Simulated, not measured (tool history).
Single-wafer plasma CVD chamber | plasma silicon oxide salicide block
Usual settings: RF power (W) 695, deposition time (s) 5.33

run,hour,RF power (W),deposition time (s),wafers since the last listed run,hours since the last RF generator calibration,hours since the showerhead was replaced,hours since the gauge calibration,"read-back reference wafer on the same gauge, thickness_nm",mean film thickness on the monitor wafer (angstrom)
1,0,695,5.33,0,1357.8,4637.6,249,53.609,581.76
2,15.7,695,5.33,509,1373.5,4653.3,264.7,53.597,581.04
3,24.5,695,5.33,285,1382.3,4662.1,273.5,53.615,580.8
4,39.3,695,6.08,480,1397.1,4676.9,288.3,53.614,663.49
5,50.3,695,6.08,357,1408.1,4687.9,299.3,53.613,663.75
6,56.8,695,5.33,211,1414.6,4694.4,305.8,53.589,580.7
7,64.4,695,5.33,246,1422.2,4702,313.4,53.582,581.45
8,77.8,695,5.33,435,1435.6,4715.4,326.8,53.595,581.87
9,84.5,695,5.33,217,1442.3,4722.1,333.5,53.617,580.42
10,96.4,695,5.33,386,1454.2,4734,345.4,53.581,582.41
11,105.3,695,5.33,289,1463.1,4742.9,354.3,53.576,581.37
12,119.6,695,5.33,464,1477.4,4757.2,368.6,53.602,582.6
# hour 131.9: gauge calibrated
13,163.6,560,6.25,1429,1521.4,4801.2,31.7,53.602,639.79
14,172.6,775,4.83,292,1530.4,4810.2,40.7,53.613,544.15
# hour 183.6: showerhead replaced
15,186.2,735,4.67,181,1544,2.6,54.3,53.582,518.1
16,200.1,750,6.18,451,1557.9,16.5,68.2,53.626,689.22

Forecast run 17:
17,214.2,695,4.74,457,1572,30.6,82.3,?,?

{"run 17": {"read-back reference wafer on the same gauge, thickness_nm": 53.595, "mean film thickness on the monitor wafer (angstrom)": 517.39}}
Without the tool's hidden state the same run would have given mean film thickness on the monitor wafer (angstrom) 517.39.

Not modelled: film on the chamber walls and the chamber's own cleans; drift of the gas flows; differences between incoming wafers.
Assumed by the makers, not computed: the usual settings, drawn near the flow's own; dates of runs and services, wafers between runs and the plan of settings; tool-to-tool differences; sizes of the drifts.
